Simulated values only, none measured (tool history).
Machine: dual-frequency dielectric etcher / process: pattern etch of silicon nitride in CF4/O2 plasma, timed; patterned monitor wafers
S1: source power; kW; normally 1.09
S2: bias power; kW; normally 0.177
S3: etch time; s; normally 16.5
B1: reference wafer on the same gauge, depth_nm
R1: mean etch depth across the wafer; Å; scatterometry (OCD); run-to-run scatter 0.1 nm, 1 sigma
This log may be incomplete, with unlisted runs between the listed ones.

run 1 hour=0 | S1=1.09 S2=0.177 S3=16.5 | B1=69.1 | R1=690
run 2 hour=15.8 | S1=1.09 S2=0.177 S3=16.5 | B1=69.1 | R1=690
run 3 hour=23.7 | S1=1.09 S2=0.177 S3=16.5 | B1=69.1 | R1=691
run 4 hour=30.4 | S1=1.09 S2=0.177 S3=16.5 | B1=69.1 | R1=690
run 5 hour=36.5 | S1=1.09 S2=0.177 S3=16.5 | B1=69.1 | R1=691
run 6 hour=43.1 | S1=1.09 S2=0.177 S3=16.5 | B1=69.1 | R1=692
run 7 hour=59.6 | S1=1.09 S2=0.177 S3=16.5 | B1=69.1 | R1=693
run 8 hour=76.1 | S1=1.09 S2=0.177 S3=16.5 | B1=69.1 | R1=692
run 9 hour=83.9 | S1=1.09 S2=0.177 S3=16.5 | B1=69.2 | R1=690
run 10 hour=92 | S1=1.09 S2=0.177 S3=16.5 | B1=69.1 | R1=694
run 11 hour=105 | S1=1.09 S2=0.177 S3=16.5 | B1=69.1 | R1=693
run 12 hour=112.9 | S1=1.09 S2=0.192 S3=16.5 | B1=69.1 | R1=709
run 13 hour=127.2 | S1=1.09 S2=0.192 S3=16.5 | B1=69.1 | R1=708
run 14 hour=143.8 | S1=1.09 S2=0.192 S3=16.5 | B1=69.1 | R1=709
-- hour=152.9 gauge calibrated
run 15 hour=160.4 | S1=0.88 S2=0.177 S3=20 | B1=69.1 | R1=718
run 16 hour=171.5 | S1=0.97 S2=0.177 S3=16.5 | B1=69.1 | R1=639
-- hour=180.2 source power generator calibrated
-- hour=188 bias power generator calibrated
run 17 hour=189.5 | S1=1.09 S2=0.177 S3=16.5 | B1=69.1 | R1=696
run 18 hour=195.9 | S1=1.09 S2=0.177 S3=16.5 | B1=69.1 | R1=696
run 19 hour=207.4 | S1=1.09 S2=0.202 S3=18 | B1=69.1 | R1=786
-- hour=239.6 wet clean of the chamber
-- hour=241.8 upper electrode replaced
run 20 hour=242.3 | S1=1.09 S2=0.138 S3=21 | B1=69 | R1=817
run 21 hour=242.6 | S1=1.17 S2=0.218 S3=16.5 | B1=69.1 | R1=759
run 22 hour=242.9 | S1=1.09 S2=0.177 S3=16.5 | B1=69.1 | R1=681
run 23 hour=245.2 | S1=1.09 S2=0.196 S3=15 | B1=69 | R1=636
run 24 hour=255.1 | S1=1.09 S2=0.177 S3=13.5 | B1=69 | R1=559
run 25 hour=269.3 | S1=1.2 S2=0.177 S3=18.5 | B1=69.1 | R1=820
run 26 hour=279.9 | S1=0.87 S2=0.197 S3=16.5 | B1=69.1 | R1=595
run 27 hour=290.2 | S1=0.98 S2=0.153 S3=16.5 | B1=69.1 | R1=610
run 28 hour=324.2 | S1=1.09 S2=0.157 S3=16.5 | B1=69.1 | R1=664
run 29 hour=333.5 | S1=1.33 S2=0.177 S3=15 | B1=69.1 | R1=721

Below are 5 alternative next runs, each starting from the tool's condition after run 29. Predict each:
run A hour=333.9 | S1=1.09 S2=0.177 S3=16.5 | B1=? | R1=?
run B hour=333.9 | S1=1.09 S2=0.177 S3=18.5 | B1=? | R1=?
run C hour=333.9 | S1=1.09 S2=0.147 S3=16.5 | B1=? | R1=?
run D hour=333.9 | S1=1.29 S2=0.149 S3=19.5 | B1=? | R1=?
run E hour=333.9 | S1=1.35 S2=0.189 S3=16.5 | B1=? | R1=?

run=A B1=69.1 R1=683
run=B B1=69.1 R1=766
run=C B1=69.1 R1=654
run=D B1=69.1 R1=880
run=E B1=69.1 R1=817
Take away the tool's hidden state, keep each run's random variation, and the runs would have read:
run=A R1=681
run=B R1=764
run=C R1=651
run=D R1=877
run=E R1=814
